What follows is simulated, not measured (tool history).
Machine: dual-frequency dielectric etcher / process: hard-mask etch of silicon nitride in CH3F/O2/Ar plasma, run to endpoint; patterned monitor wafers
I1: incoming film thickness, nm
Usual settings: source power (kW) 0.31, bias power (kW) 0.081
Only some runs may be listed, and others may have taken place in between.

run 1 hour=0 | source_power_(kW)=0.27 bias_power_(kW)=0.081 | I1=31.56 | endpoint_time_(s)=50.9
run 2 hour=8.2 | source_power_(kW)=0.27 bias_power_(kW)=0.081 | I1=31.23 | endpoint_time_(s)=50
run 3 hour=14.8 | source_power_(kW)=0.31 bias_power_(kW)=0.076 | I1=31.43 | endpoint_time_(s)=50.1
run 4 hour=32.2 | source_power_(kW)=0.31 bias_power_(kW)=0.076 | I1=30.91 | endpoint_time_(s)=49.1
run 5 hour=56.5 | source_power_(kW)=0.31 bias_power_(kW)=0.081 | I1=31.31 | endpoint_time_(s)=48.3
run 6 hour=64.5 | source_power_(kW)=0.31 bias_power_(kW)=0.081 | I1=31.35 | endpoint_time_(s)=49.3
run 7 hour=78.9 | source_power_(kW)=0.31 bias_power_(kW)=0.081 | I1=31.16 | endpoint_time_(s)=48.5
run 8 hour=90.1 | source_power_(kW)=0.31 bias_power_(kW)=0.081 | I1=31.15 | endpoint_time_(s)=48.5
run 9 hour=101.1 | source_power_(kW)=0.31 bias_power_(kW)=0.081 | I1=31.12 | endpoint_time_(s)=48
run 10 hour=144.1 | source_power_(kW)=0.31 bias_power_(kW)=0.081 | I1=31.11 | endpoint_time_(s)=48.5
run 11 hour=159.6 | source_power_(kW)=0.31 bias_power_(kW)=0.081 | I1=31.15 | endpoint_time_(s)=48.4
run 12 hour=174.3 | source_power_(kW)=0.29 bias_power_(kW)=0.081 | I1=31.17 | endpoint_time_(s)=50.2
run 13 hour=204.5 | source_power_(kW)=0.29 bias_power_(kW)=0.081 | I1=31.54 | endpoint_time_(s)=50.9
run 14 hour=213 | source_power_(kW)=0.28 bias_power_(kW)=0.081 | I1=31.16 | endpoint_time_(s)=50.5
run 15 hour=219.3 | source_power_(kW)=0.34 bias_power_(kW)=0.063 | I1=30.86 | endpoint_time_(s)=53.2
run 16 hour=274.5 | source_power_(kW)=0.39 bias_power_(kW)=0.087 | I1=31.36 | endpoint_time_(s)=42.8
run 17 hour=279.9 | source_power_(kW)=0.26 bias_power_(kW)=0.1 | I1=31.72 | endpoint_time_(s)=45.8
run 18 hour=297.2 | source_power_(kW)=0.26 bias_power_(kW)=0.064 | I1=31.5 | endpoint_time_(s)=55.6
run 19 hour=305.7 | source_power_(kW)=0.24 bias_power_(kW)=0.098 | I1=31.22 | endpoint_time_(s)=46.5
run 20 hour=321.3 | source_power_(kW)=0.31 bias_power_(kW)=0.081 | I1=31.42 | endpoint_time_(s)=47.9
run 21 hour=327.4 | source_power_(kW)=0.31 bias_power_(kW)=0.089 | I1=31.22 | endpoint_time_(s)=45.9
run 22 hour=344.4 | source_power_(kW)=0.31 bias_power_(kW)=0.081 | I1=31.26 | endpoint_time_(s)=48
run 23 hour=359.3 | source_power_(kW)=0.37 bias_power_(kW)=0.063 | I1=31.32 | endpoint_time_(s)=49.8
run 24 hour=371.6 | source_power_(kW)=0.27 bias_power_(kW)=0.075 | I1=31.24 | endpoint_time_(s)=51.3
run 25 hour=401 | source_power_(kW)=0.31 bias_power_(kW)=0.081 | I1=31.42 | endpoint_time_(s)=47.7
run 26 hour=454 | source_power_(kW)=0.28 bias_power_(kW)=0.087 | I1=31.17 | endpoint_time_(s)=47.7
run 27 hour=479.6 | source_power_(kW)=0.31 bias_power_(kW)=0.081 | I1=31.24 | endpoint_time_(s)=48.3
run 28 hour=491.1 | source_power_(kW)=0.24 bias_power_(kW)=0.081 | I1=31.55 | endpoint_time_(s)=52
run 29 hour=509.1 | source_power_(kW)=0.29 bias_power_(kW)=0.07 | I1=30.9 | endpoint_time_(s)=51.8
run 30 hour=521.5 | source_power_(kW)=0.35 bias_power_(kW)=0.098 | I1=31.41 | endpoint_time_(s)=43.5
run 31 hour=555.9 | source_power_(kW)=0.31 bias_power_(kW)=0.081 | I1=31.29 | endpoint_time_(s)=48.5
run 32 hour=570 | source_power_(kW)=0.27 bias_power_(kW)=0.07 | I1=31.23 | endpoint_time_(s)=54.2
run 33 hour=581.3 | source_power_(kW)=0.31 bias_power_(kW)=0.089 | I1=31.25 | endpoint_time_(s)=47.3
run 34 hour=595.7 | source_power_(kW)=0.31 bias_power_(kW)=0.081 | I1=31.25 | endpoint_time_(s)=49
run 35 hour=609 | source_power_(kW)=0.26 bias_power_(kW)=0.066 | I1=31.22 | endpoint_time_(s)=56.8
run 36 hour=618.8 | source_power_(kW)=0.31 bias_power_(kW)=0.081 | I1=31.07 | endpoint_time_(s)=48.7

Missing from the log above: 4 entries noted between runs. For each, name the pair of listed runs it sits between and say how the tool's hidden condition differs from the listed run just before to the listed run just after:
In the gap between runs 12 and 13: upper electrode replaced (hour 204)
  etch rate over this chamber's usual, %: -4.55 -> -4.86
  the result without the hidden state subtracted from the measured one, endpoint time (s): +2.3 -> +2.5
In the gap between runs 15 and 16: source power generator calibrated (hour 225.7); wet clean of the chamber (hour 274)
  etch rate over this chamber's usual, %: -5.02 -> -0.582
  the result without the hidden state subtracted from the measured one, endpoint time (s): +2.7 -> +0.3
In the gap between runs 22 and 23: bias power generator calibrated (hour 358.8)
  etch rate over this chamber's usual, %: -1.31 -> -1.47
  the result without the hidden state subtracted from the measured one, endpoint time (s): +0.6 -> +0.7
